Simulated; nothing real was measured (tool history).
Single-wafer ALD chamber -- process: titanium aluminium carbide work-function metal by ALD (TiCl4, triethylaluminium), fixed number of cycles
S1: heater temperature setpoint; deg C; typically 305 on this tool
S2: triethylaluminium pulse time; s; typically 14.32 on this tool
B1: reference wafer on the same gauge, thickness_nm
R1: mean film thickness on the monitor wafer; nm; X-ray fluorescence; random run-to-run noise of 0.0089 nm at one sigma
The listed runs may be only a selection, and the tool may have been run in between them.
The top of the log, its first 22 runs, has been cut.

run   hour   S1     S2     B1     R1
     520.2  -- triethylaluminium bottle replaced
     522.7  -- showerhead replaced
 23    528  305  14.32  2.291  2.122
     544.1  -- gauge calibrated
     549.5  -- thermocouple changed; heater temperature recalibrated
 24  558.1  305  14.32  2.286   2.13
 25    578  291  17.26   2.29  2.034
 26  605.1  299  10.84  2.289  2.034
 27  635.1  305  14.32  2.291   2.14
 28    649  305   9.52   2.29   2.05
 29  683.9  299  12.62  2.289  2.068
 30  709.8  293  18.24   2.29  2.055
 31  733.4  305  14.32  2.288  2.145
 32    748  305  14.32  2.288  2.118

Alternative continuations, all from the tool just after run 32; predict every row:
  A  748.4  305  19.42   ?   ?
  B  748.4  305  18.19   ?   ?
  C  748.4  300  19.58   ?   ?
  D  748.4  291  18.51   ?   ?
  E  748.4  305   8.77   ?   ?

run    B1     R1
  A  2.29  2.144
  B  2.29  2.141
  C  2.29  2.104
  D  2.29   2.03
  E  2.29  1.976
With the hidden condition removed and each run's random variation left untouched, the same runs would have given:
run     R1
  A  2.146
  B  2.144
  C  2.105
  D  2.032
  E  2.016

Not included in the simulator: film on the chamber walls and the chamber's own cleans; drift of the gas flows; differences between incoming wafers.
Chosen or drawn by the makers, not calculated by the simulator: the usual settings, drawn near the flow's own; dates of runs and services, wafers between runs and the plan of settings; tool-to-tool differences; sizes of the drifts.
